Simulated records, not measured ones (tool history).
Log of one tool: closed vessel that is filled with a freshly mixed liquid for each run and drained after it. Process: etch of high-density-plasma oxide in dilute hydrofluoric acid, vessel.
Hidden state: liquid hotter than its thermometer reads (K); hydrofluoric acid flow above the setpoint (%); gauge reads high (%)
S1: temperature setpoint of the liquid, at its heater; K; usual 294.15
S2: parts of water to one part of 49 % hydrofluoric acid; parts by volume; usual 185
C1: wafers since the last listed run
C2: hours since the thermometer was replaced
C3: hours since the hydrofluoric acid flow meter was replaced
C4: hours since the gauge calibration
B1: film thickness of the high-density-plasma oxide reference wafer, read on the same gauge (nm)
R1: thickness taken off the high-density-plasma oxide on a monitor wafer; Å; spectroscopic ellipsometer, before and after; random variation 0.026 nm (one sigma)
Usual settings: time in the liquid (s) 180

run 1 hour=0 | S1=294.15 S2=215 time_in_the_liquid_(s)=180 | C1=0 C2=1384.3 C3=1290.5 C4=703.2 | B1=89.998 | R1=33.84
run 2 hour=18.5 | S1=294.15 S2=185 time_in_the_liquid_(s)=180 | C1=1889 C2=1402.8 C3=1309 C4=721.7 | B1=90.006 | R1=40.98
run 3 hour=38.3 | S1=294.15 S2=185 time_in_the_liquid_(s)=180 | C1=2022 C2=1422.6 C3=1328.8 C4=741.5 | B1=89.991 | R1=41.39
run 4 hour=53.5 | S1=294.15 S2=185 time_in_the_liquid_(s)=180 | C1=1552 C2=1437.8 C3=1344 C4=756.7 | B1=90.006 | R1=41.41
run 5 hour=80.8 | S1=294.15 S2=185 time_in_the_liquid_(s)=180 | C1=2788 C2=1465.1 C3=1371.3 C4=784 | B1=90.01 | R1=40.66
-- hour=82.1 gauge calibrated
run 6 hour=116.6 | S1=294.15 S2=185 time_in_the_liquid_(s)=180 | C1=3656 C2=1500.9 C3=1407.1 C4=34.5 | B1=89.986 | R1=41.18
run 7 hour=136.4 | S1=294.15 S2=185 time_in_the_liquid_(s)=180 | C1=2022 C2=1520.7 C3=1426.9 C4=54.3 | B1=90 | R1=41.32
run 8 hour=153.3 | S1=294.15 S2=185 time_in_the_liquid_(s)=230 | C1=1726 C2=1537.6 C3=1443.8 C4=71.2 | B1=90.016 | R1=52.7
run 9 hour=186.4 | S1=294.15 S2=185 time_in_the_liquid_(s)=180 | C1=3380 C2=1570.7 C3=1476.9 C4=104.3 | B1=90.011 | R1=41.73
run 10 hour=209.4 | S1=294.15 S2=135 time_in_the_liquid_(s)=180 | C1=2349 C2=1593.7 C3=1499.9 C4=127.3 | B1=90.013 | R1=59.91
run 11 hour=240 | S1=294.15 S2=115 time_in_the_liquid_(s)=145 | C1=3125 C2=1624.3 C3=1530.5 C4=157.9 | B1=90.015 | R1=57.9
-- hour=241.4 thermometer replaced
run 12 hour=307 | S1=291.15 S2=275 time_in_the_liquid_(s)=215 | C1=6741 C2=65.6 C3=1597.5 C4=224.9 | B1=89.992 | R1=28.66
run 13 hour=334.6 | S1=290.65 S2=210 time_in_the_liquid_(s)=145 | C1=2819 C2=93.2 C3=1625.1 C4=252.5 | B1=89.993 | R1=26.23
run 14 hour=348.7 | S1=294.15 S2=150 time_in_the_liquid_(s)=180 | C1=1440 C2=107.3 C3=1639.2 C4=266.6 | B1=90.003 | R1=56.05
run 15 hour=373.5 | S1=294.15 S2=245 time_in_the_liquid_(s)=180 | C1=2533 C2=132.1 C3=1664 C4=291.4 | B1=90.002 | R1=31.02
-- hour=405.1 thermometer replaced, repeated, since the last time left the tool worse
run 16 hour=407.7 | S1=291.15 S2=225 time_in_the_liquid_(s)=280 | C1=3391 C2=2.6 C3=1698.2 C4=325.6 | B1=89.997 | R1=42.53
run 17 hour=439.7 | S1=294.15 S2=245 time_in_the_liquid_(s)=285 | C1=3268 C2=34.6 C3=1730.2 C4=357.6 | B1=89.993 | R1=42.97
run 18 hour=452.1 | S1=294.15 S2=185 time_in_the_liquid_(s)=280 | C1=1266 C2=47 C3=1742.6 C4=370 | B1=90.01 | R1=60.49
run 19 hour=510.8 | S1=294.15 S2=185 time_in_the_liquid_(s)=180 | C1=5995 C2=105.7 C3=1801.3 C4=428.7 | B1=90.008 | R1=38.78
-- hour=525.9 hydrofluoric acid flow meter replaced
run 20 hour=535.6 | S1=298.15 S2=155 time_in_the_liquid_(s)=225 | C1=2430 C2=130.5 C3=9.7 C4=453.5 | B1=90.004 | R1=69.49
run 21 hour=566.1 | S1=297.65 S2=185 time_in_the_liquid_(s)=180 | C1=3115 C2=161 C3=40.2 C4=484 | B1=89.983 | R1=44.38
run 22 hour=580.9 | S1=294.15 S2=185 time_in_the_liquid_(s)=180 | C1=1511 C2=175.8 C3=55 C4=498.8 | B1=90.002 | R1=38.85
run 23 hour=600.6 | S1=290.65 S2=235 time_in_the_liquid_(s)=280 | C1=2012 C2=195.5 C3=74.7 C4=518.5 | B1=90.006 | R1=39.16
run 24 hour=633.5 | S1=294.15 S2=185 time_in_the_liquid_(s)=180 | C1=3360 C2=228.4 C3=107.6 C4=551.4 | B1=90.001 | R1=38.97
run 25 hour=664.5 | S1=294.15 S2=270 time_in_the_liquid_(s)=180 | C1=3166 C2=259.4 C3=138.6 C4=582.4 | B1=90.001 | R1=24.56
run 26 hour=727 | S1=294.15 S2=220 time_in_the_liquid_(s)=180 | C1=6383 C2=321.9 C3=201.1 C4=644.9 | B1=89.989 | R1=31.94
run 27 hour=756.9 | S1=294.15 S2=185 time_in_the_liquid_(s)=180 | C1=3053 C2=351.8 C3=231 C4=674.8 | B1=89.988 | R1=39.25
run 28 hour=824.3 | S1=290.15 S2=225 time_in_the_liquid_(s)=105 | C1=6884 C2=419.2 C3=298.4 C4=742.2 | B1=90.009 | R1=15.65
run 29 hour=845.9 | S1=294.15 S2=185 time_in_the_liquid_(s)=180 | C1=2206 C2=440.8 C3=320 C4=763.8 | B1=90.014 | R1=38.99
-- hour=876.9 gauge calibrated
run 30 hour=880.8 | S1=291.15 S2=150 time_in_the_liquid_(s)=250 | C1=3564 C2=475.7 C3=354.9 C4=3.9 | B1=90.005 | R1=61.69
run 31 hour=907.1 | S1=290.15 S2=230 time_in_the_liquid_(s)=140 | C1=2686 C2=502 C3=381.2 C4=30.2 | B1=90.003 | R1=20.45

Forecast each of these 4 alternatives for the next run:
run A hour=907.8 | S1=294.15 S2=185 time_in_the_liquid_(s)=180 | C1=71 C2=502.7 C3=381.9 C4=30.9 | B1=? | R1=?
run B hour=907.8 | S1=292.15 S2=220 time_in_the_liquid_(s)=135 | C1=71 C2=502.7 C3=381.9 C4=30.9 | B1=? | R1=?
run C hour=907.8 | S1=296.65 S2=185 time_in_the_liquid_(s)=280 | C1=71 C2=502.7 C3=381.9 C4=30.9 | B1=? | R1=?
run D hour=907.8 | S1=294.15 S2=140 time_in_the_liquid_(s)=105 | C1=71 C2=502.7 C3=381.9 C4=30.9 | B1=? | R1=?

run=A B1=90.001 R1=39.73
run=B B1=90.001 R1=22.42
run=C B1=90.001 R1=67.93
run=D B1=90.001 R1=32.13
Without the tool's hidden state the same runs would have given:
run=A R1=38.73
run=B R1=21.85
run=C R1=66.25
run=D R1=31.29

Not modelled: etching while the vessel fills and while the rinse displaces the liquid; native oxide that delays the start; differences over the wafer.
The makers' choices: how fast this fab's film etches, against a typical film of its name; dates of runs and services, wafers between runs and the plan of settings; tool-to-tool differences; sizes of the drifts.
